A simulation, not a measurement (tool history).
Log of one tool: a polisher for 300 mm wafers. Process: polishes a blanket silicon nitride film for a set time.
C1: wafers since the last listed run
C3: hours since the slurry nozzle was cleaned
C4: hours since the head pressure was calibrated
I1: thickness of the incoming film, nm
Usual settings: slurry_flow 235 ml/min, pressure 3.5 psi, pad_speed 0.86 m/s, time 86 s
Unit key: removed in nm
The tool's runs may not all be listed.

{"run": 1, "hour": 0.0, "slurry_flow": 235, "pressure": 3.5, "pad_speed": 0.86, "time": 74, "C1": 0, "wafers polished on this pad": 531, "C3": 72.9, "C4": 676.7, "I1": 498.9, "removed": 115.1}
{"run": 2, "hour": 22.9, "slurry_flow": 235, "pressure": 3.5, "pad_speed": 0.86, "time": 74, "C1": 218, "wafers polished on this pad": 750, "C3": 95.8, "C4": 699.6, "I1": 491.1, "removed": 111.6}
{"run": 3, "hour": 36.3, "slurry_flow": 235, "pressure": 3.5, "pad_speed": 0.86, "time": 86, "C1": 127, "wafers polished on this pad": 878, "C3": 109.2, "C4": 713.0, "I1": 483.0, "removed": 130.1}
{"hour": 60.3, "done": "worn pad replaced by a new one"}
{"run": 4, "hour": 60.8, "slurry_flow": 235, "pressure": 3.5, "pad_speed": 0.86, "time": 86, "C1": 195, "wafers polished on this pad": 4, "C3": 133.7, "C4": 737.5, "I1": 479.3, "removed": 136.0}
{"run": 5, "hour": 107.0, "slurry_flow": 235, "pressure": 3.5, "pad_speed": 0.86, "time": 86, "C1": 441, "wafers polished on this pad": 445, "C3": 179.9, "C4": 783.7, "I1": 490.4, "removed": 131.2}
{"run": 6, "hour": 140.6, "slurry_flow": 235, "pressure": 3.5, "pad_speed": 0.86, "time": 86, "C1": 320, "wafers polished on this pad": 766, "C3": 213.5, "C4": 817.3, "I1": 491.6, "removed": 127.4}
{"run": 7, "hour": 153.5, "slurry_flow": 235, "pressure": 3.5, "pad_speed": 0.86, "time": 86, "C1": 123, "wafers polished on this pad": 889, "C3": 226.4, "C4": 830.2, "I1": 487.1, "removed": 128.1}
{"hour": 207.2, "done": "worn pad replaced by a new one"}
{"run": 8, "hour": 255.9, "slurry_flow": 235, "pressure": 3.5, "pad_speed": 0.86, "time": 86, "C1": 939, "wafers polished on this pad": 464, "C3": 328.8, "C4": 932.6, "I1": 490.3, "removed": 129.5}
{"run": 9, "hour": 283.0, "slurry_flow": 235, "pressure": 3.5, "pad_speed": 0.86, "time": 75, "C1": 258, "wafers polished on this pad": 723, "C3": 355.9, "C4": 959.7, "I1": 484.0, "removed": 108.7}
{"run": 10, "hour": 304.4, "slurry_flow": 235, "pressure": 4.0, "pad_speed": 0.86, "time": 86, "C1": 204, "wafers polished on this pad": 927, "C3": 377.3, "C4": 981.1, "I1": 489.1, "removed": 143.7}
{"run": 11, "hour": 329.2, "slurry_flow": 235, "pressure": 4.0, "pad_speed": 0.86, "time": 86, "C1": 236, "wafers polished on this pad": 1164, "C3": 402.1, "C4": 1005.9, "I1": 487.7, "removed": 137.0}
{"hour": 354.5, "done": "worn pad replaced by a new one"}
{"run": 12, "hour": 401.3, "slurry_flow": 165, "pressure": 3.5, "pad_speed": 0.86, "time": 66, "C1": 650, "wafers polished on this pad": 446, "C3": 474.2, "C4": 1078.0, "I1": 488.9, "removed": 93.7}
{"hour": 404.5, "done": "slurry nozzle cleaned"}
{"run": 13, "hour": 421.8, "slurry_flow": 300, "pressure": 4.6, "pad_speed": 0.74, "time": 105, "C1": 186, "wafers polished on this pad": 632, "C3": 17.3, "C4": 1098.5, "I1": 493.6, "removed": 194.6}
{"run": 14, "hour": 437.9, "slurry_flow": 235, "pressure": 3.5, "pad_speed": 0.86, "time": 86, "C1": 153, "wafers polished on this pad": 786, "C3": 33.4, "C4": 1114.6, "I1": 491.7, "removed": 128.0}
{"run": 15, "hour": 456.5, "slurry_flow": 235, "pressure": 3.5, "pad_speed": 0.78, "time": 86, "C1": 177, "wafers polished on this pad": 963, "C3": 52.0, "C4": 1133.2, "I1": 486.0, "removed": 117.3}
{"hour": 470.8, "done": "worn pad replaced by a new one"}
{"run": 16, "hour": 478.2, "slurry_flow": 260, "pressure": 2.5, "pad_speed": 0.86, "time": 101, "C1": 168, "wafers polished on this pad": 70, "C3": 73.7, "C4": 1154.9, "I1": 487.4, "removed": 109.5}
{"run": 17, "hour": 496.1, "slurry_flow": 235, "pressure": 3.5, "pad_speed": 0.76, "time": 104, "C1": 170, "wafers polished on this pad": 241, "C3": 91.6, "C4": 1172.8, "I1": 490.2, "removed": 150.0}
{"hour": 506.4, "done": "head pressure recalibrated"}
{"run": 18, "hour": 525.5, "slurry_flow": 160, "pressure": 2.5, "pad_speed": 0.86, "time": 109, "C1": 261, "wafers polished on this pad": 503, "C3": 121.0, "C4": 19.1, "I1": 491.9, "removed": 119.7}
{"run": 19, "hour": 545.4, "slurry_flow": 235, "pressure": 3.5, "pad_speed": 0.86, "time": 86, "C1": 189, "wafers polished on this pad": 693, "C3": 140.9, "C4": 39.0, "I1": 480.2, "removed": 135.1}
{"run": 20, "hour": 572.2, "slurry_flow": 180, "pressure": 3.2, "pad_speed": 0.58, "time": 103, "C1": 255, "wafers polished on this pad": 948, "C3": 167.7, "C4": 65.8, "I1": 485.5, "removed": 116.7}
{"run": 21, "hour": 594.4, "slurry_flow": 285, "pressure": 4.4, "pad_speed": 0.98, "time": 86, "C1": 211, "wafers polished on this pad": 1160, "C3": 189.9, "C4": 88.0, "I1": 492.7, "removed": 179.2}
{"hour": 609.8, "done": "worn pad replaced by a new one"}
{"run": 22, "hour": 629.5, "slurry_flow": 235, "pressure": 3.5, "pad_speed": 0.68, "time": 86, "C1": 296, "wafers polished on this pad": 188, "C3": 225.0, "C4": 123.1, "I1": 484.9, "removed": 130.0}
{"run": 23, "hour": 659.6, "slurry_flow": 160, "pressure": 2.5, "pad_speed": 0.86, "time": 109, "C1": 287, "wafers polished on this pad": 475, "C3": 255.1, "C4": 153.2, "I1": 486.0, "removed": 120.8}

Below are 3 alternative next runs, each starting from the tool's condition after run 23. Predict each:
{"run": "A", "hour": 660.1, "slurry_flow": 180, "pressure": 3.5, "pad_speed": 0.86, "time": 86, "C1": 4, "wafers polished on this pad": 480, "C3": 255.6, "C4": 153.7, "I1": 492.8, "removed": "?"}
{"run": "B", "hour": 660.1, "slurry_flow": 235, "pressure": 3.5, "pad_speed": 0.86, "time": 100, "C1": 4, "wafers polished on this pad": 480, "C3": 255.6, "C4": 153.7, "I1": 492.8, "removed": "?"}
{"run": "C", "hour": 660.1, "slurry_flow": 235, "pressure": 3.0, "pad_speed": 0.86, "time": 66, "C1": 4, "wafers polished on this pad": 480, "C3": 255.6, "C4": 153.7, "I1": 492.8, "removed": "?"}

run=A removed=133.8
run=B removed=161.7
run=C removed=91.5
The same runs, with their run-to-run variation unchanged, on a tool lacking any hidden condition would have given:
run=A removed=140.5
run=B removed=169.9
run=C removed=96.1
